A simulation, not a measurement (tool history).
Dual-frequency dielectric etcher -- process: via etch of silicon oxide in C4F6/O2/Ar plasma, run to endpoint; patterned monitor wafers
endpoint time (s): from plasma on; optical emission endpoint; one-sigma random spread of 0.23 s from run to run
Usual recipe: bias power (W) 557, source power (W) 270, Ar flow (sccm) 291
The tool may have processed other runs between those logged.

run    hour  bias power (W)  source power (W)  Ar flow (sccm)  incoming incoming film thickness, nm  endpoint time (s)
  1     0.0             557               260             291                                 126.6               30.2
  2    16.0             557               270             291                                 125.6               29.9
       56.2  -- wet clean of the chamber
  3    56.7             557               320             291                                 127.3               26.8
  4   108.1             557               270             291                                 126.9               28.6
  5   147.7             557               270             291                                 125.7               28.9
  6   218.5             557               270             291                                 126.6               29.3
  7   258.5             557               270             291                                 125.0               28.8
  8   300.8             557               270             291                                 126.8               29.8
      310.4  -- Ar flow controller replaced
  9   346.5             557               300             291                                 124.6               28.1
 10   386.5             557               270             291                                 124.8               29.1
 11   450.8             510               270             291                                 125.0               30.2
      481.1  -- wet clean of the chamber
 12   482.9             557               260             291                                 126.9               29.2
 13   522.5             557               270             291                                 125.3               28.6
 14   555.8             669               270             242                                 125.7               26.6
 15   625.5             557               330             291                                 124.7               26.4
 16   717.1             557               230             326                                 127.8               32.7
 17   749.5             480               200             291                                 125.7               35.8
 18   816.1             557               230             291                                 125.8               31.9
      831.7  -- bias power generator calibrated
      868.7  -- source power generator calibrated
 19   891.1             690               340             332                                 126.6               25.0
      950.1  -- wet clean of the chamber
 20   954.0             557               270             291                                 125.0               28.3
 21   981.0             557               270             313                                 126.2               28.8
 22  1005.3             518               270             291                                 126.0               29.6
 23  1036.4             693               220             270                                 125.8               29.2
 24  1083.7             508               270             291                                 126.9               29.7
 25  1144.6             603               250             225                                 127.1               28.7
 26  1177.4             438               300             291                                 126.2               30.4
 27  1211.0             428               270             323                                 127.9               32.7
 28  1269.7             557               270             291                                 125.3               29.1
 29  1305.8             557               270             291                                 126.7               29.7
     1354.5  -- wet clean of the chamber
 30  1355.0             649               270             250                                 127.4               27.3

Alternative continuations, all from the tool just after run 30; predict every row:
  A  1355.4             557               270             291                                 125.8                  ?
  B  1355.4             420               270             291                                 125.8                  ?
  C  1355.4             444               270             291                                 125.8                  ?

run  endpoint time (s)
  A               29.1
  B               31.9
  C               31.3
What these runs would have given with no unlogged condition in the tool:
run  endpoint time (s)
  A               28.8
  B               31.6
  C               31.1
